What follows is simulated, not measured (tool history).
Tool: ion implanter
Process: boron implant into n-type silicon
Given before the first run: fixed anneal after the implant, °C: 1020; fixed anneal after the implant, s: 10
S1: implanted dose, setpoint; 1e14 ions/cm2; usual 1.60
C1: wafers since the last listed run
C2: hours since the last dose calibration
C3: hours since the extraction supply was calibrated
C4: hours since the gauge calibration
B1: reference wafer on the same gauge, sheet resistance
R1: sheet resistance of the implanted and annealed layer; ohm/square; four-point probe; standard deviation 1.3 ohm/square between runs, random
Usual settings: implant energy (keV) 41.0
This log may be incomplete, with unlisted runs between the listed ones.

run 1 hour=0.0 | S1=1.50 implant_energy_(keV)=41.0 | C1=0 C2=764.5 C3=3704.6 C4=331.9 | B1=406.99 | R1=522.49
run 2 hour=12.5 | S1=1.50 implant_energy_(keV)=41.0 | C1=282 C2=777.0 C3=3717.1 C4=344.4 | B1=406.95 | R1=523.58
run 3 hour=44.8 | S1=1.50 implant_energy_(keV)=41.0 | C1=729 C2=809.3 C3=3749.4 C4=376.7 | B1=407.50 | R1=523.98
run 4 hour=68.4 | S1=1.60 implant_energy_(keV)=46.5 | C1=533 C2=832.9 C3=3773.0 C4=400.3 | B1=406.96 | R1=489.32
-- hour=76.5 gauge calibrated
run 5 hour=98.4 | S1=1.60 implant_energy_(keV)=46.5 | C1=677 C2=862.9 C3=3803.0 C4=21.9 | B1=407.10 | R1=488.45
run 6 hour=120.6 | S1=1.72 implant_energy_(keV)=41.0 | C1=501 C2=885.1 C3=3825.2 C4=44.1 | B1=406.85 | R1=474.89
run 7 hour=149.0 | S1=1.72 implant_energy_(keV)=41.0 | C1=641 C2=913.5 C3=3853.6 C4=72.5 | B1=406.71 | R1=472.04
run 8 hour=172.3 | S1=1.60 implant_energy_(keV)=41.0 | C1=526 C2=936.8 C3=3876.9 C4=95.8 | B1=407.08 | R1=498.53
run 9 hour=199.7 | S1=1.60 implant_energy_(keV)=41.0 | C1=619 C2=964.2 C3=3904.3 C4=123.2 | B1=406.90 | R1=500.44
run 10 hour=217.8 | S1=1.32 implant_energy_(keV)=46.5 | C1=408 C2=982.3 C3=3922.4 C4=141.3 | B1=407.21 | R1=558.64
run 11 hour=236.6 | S1=1.60 implant_energy_(keV)=41.0 | C1=424 C2=1001.1 C3=3941.2 C4=160.1 | B1=406.97 | R1=498.48
run 12 hour=269.6 | S1=1.60 implant_energy_(keV)=41.0 | C1=745 C2=1034.1 C3=3974.2 C4=193.1 | B1=407.07 | R1=494.17
run 13 hour=285.1 | S1=1.60 implant_energy_(keV)=41.0 | C1=350 C2=1049.6 C3=3989.7 C4=208.6 | B1=406.87 | R1=495.86
run 14 hour=301.7 | S1=1.60 implant_energy_(keV)=41.0 | C1=375 C2=1066.2 C3=4006.3 C4=225.2 | B1=406.72 | R1=494.63
run 15 hour=315.1 | S1=1.60 implant_energy_(keV)=41.0 | C1=302 C2=1079.6 C3=4019.7 C4=238.6 | B1=406.92 | R1=496.47
-- hour=327.5 extraction supply calibrated
run 16 hour=340.4 | S1=1.31 implant_energy_(keV)=41.0 | C1=390 C2=1104.9 C3=12.9 C4=263.9 | B1=407.01 | R1=573.15
run 17 hour=387.3 | S1=1.72 implant_energy_(keV)=41.0 | C1=1059 C2=1151.8 C3=59.8 C4=310.8 | B1=407.75 | R1=467.44
-- hour=426.7 Faraday cup replaced and dose calibrated
run 18 hour=427.2 | S1=1.60 implant_energy_(keV)=41.0 | C1=720 C2=0.5 C3=99.7 C4=350.7 | B1=406.69 | R1=481.04

Run 19 comes next. What will it give?
run 19 hour=442.0 | S1=1.21 implant_energy_(keV)=35.5 | C1=334 C2=15.3 C3=114.5 C4=365.5 | B1=? | R1=?

Run 19 gave B1 407.36, R1 606.73 ohm/square.
With the hidden condition absent and the run-to-run variation left alone, this run would have shown R1 634.87 ohm/square.
